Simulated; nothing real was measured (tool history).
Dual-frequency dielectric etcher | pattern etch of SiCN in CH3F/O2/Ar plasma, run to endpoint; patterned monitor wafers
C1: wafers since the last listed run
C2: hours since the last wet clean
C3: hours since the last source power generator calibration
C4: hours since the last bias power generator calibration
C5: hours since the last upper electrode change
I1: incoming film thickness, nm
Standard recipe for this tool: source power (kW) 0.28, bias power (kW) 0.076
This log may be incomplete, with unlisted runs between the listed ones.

run 1 hour=0 | source_power_(kW)=0.28 bias_power_(kW)=0.076 | C1=0 C2=170.2 C3=4002.4 C4=1825.8 C5=4718.8 | I1=9.15 | endpoint_time_(s)=26.7
run 2 hour=57.5 | source_power_(kW)=0.28 bias_power_(kW)=0.076 | C1=899 C2=227.7 C3=4059.9 C4=1883.3 C5=4776.3 | I1=9.13 | endpoint_time_(s)=26.5
run 3 hour=124.8 | source_power_(kW)=0.28 bias_power_(kW)=0.076 | C1=1052 C2=295 C3=4127.2 C4=1950.6 C5=4843.6 | I1=9.19 | endpoint_time_(s)=26.4
run 4 hour=302.3 | source_power_(kW)=0.28 bias_power_(kW)=0.076 | C1=2775 C2=472.5 C3=4304.7 C4=2128.1 C5=5021.1 | I1=9.21 | endpoint_time_(s)=27.3
run 5 hour=366.9 | source_power_(kW)=0.25 bias_power_(kW)=0.086 | C1=1010 C2=537.1 C3=4369.3 C4=2192.7 C5=5085.7 | I1=9.23 | endpoint_time_(s)=27.9
run 6 hour=392.9 | source_power_(kW)=0.33 bias_power_(kW)=0.088 | C1=406 C2=563.1 C3=4395.3 C4=2218.7 C5=5111.7 | I1=9.22 | endpoint_time_(s)=24.5
-- hour=438.2 source power generator calibrated
-- hour=470.3 wet clean of the chamber
run 7 hour=470.8 | source_power_(kW)=0.33 bias_power_(kW)=0.088 | C1=780 C2=0.5 C3=32.6 C4=2296.6 C5=5189.6 | I1=9.24 | endpoint_time_(s)=24.1
run 8 hour=529.7 | source_power_(kW)=0.28 bias_power_(kW)=0.076 | C1=920 C2=59.4 C3=91.5 C4=2355.5 C5=5248.5 | I1=9.29 | endpoint_time_(s)=26.7
run 9 hour=561 | source_power_(kW)=0.28 bias_power_(kW)=0.076 | C1=489 C2=90.7 C3=122.8 C4=2386.8 C5=5279.8 | I1=9.1 | endpoint_time_(s)=26.4
-- hour=572 bias power generator calibrated
run 10 hour=613.6 | source_power_(kW)=0.28 bias_power_(kW)=0.093 | C1=759 C2=143.3 C3=175.4 C4=41.6 C5=5332.4 | I1=9.21 | endpoint_time_(s)=25.1
run 11 hour=669.6 | source_power_(kW)=0.26 bias_power_(kW)=0.076 | C1=875 C2=199.3 C3=231.4 C4=97.6 C5=5388.4 | I1=9.13 | endpoint_time_(s)=27.2
run 12 hour=697.7 | source_power_(kW)=0.3 bias_power_(kW)=0.094 | C1=439 C2=227.4 C3=259.5 C4=125.7 C5=5416.5 | I1=9.2 | endpoint_time_(s)=24.6
-- hour=759.1 upper electrode replaced
run 13 hour=764 | source_power_(kW)=0.35 bias_power_(kW)=0.076 | C1=661 C2=293.7 C3=325.8 C4=192 C5=4.9 | I1=9.14 | endpoint_time_(s)=24.9
run 14 hour=793.9 | source_power_(kW)=0.3 bias_power_(kW)=0.065 | C1=467 C2=323.6 C3=355.7 C4=221.9 C5=34.8 | I1=9.28 | endpoint_time_(s)=27.8
run 15 hour=845.4 | source_power_(kW)=0.32 bias_power_(kW)=0.091 | C1=805 C2=375.1 C3=407.2 C4=273.4 C5=86.3 | I1=9.21 | endpoint_time_(s)=24.7

Forecast run 16:
run 16 hour=972.1 | source_power_(kW)=0.28 bias_power_(kW)=0.076 | C1=1981 C2=501.8 C3=533.9 C4=400.1 C5=213 | I1=9.24 | endpoint_time_(s)=?

For run 16 the tool returned endpoint time (s) 28.
If the tool had no hidden condition, the same run with the same run-to-run variation would have returned endpoint time (s) 26.8.
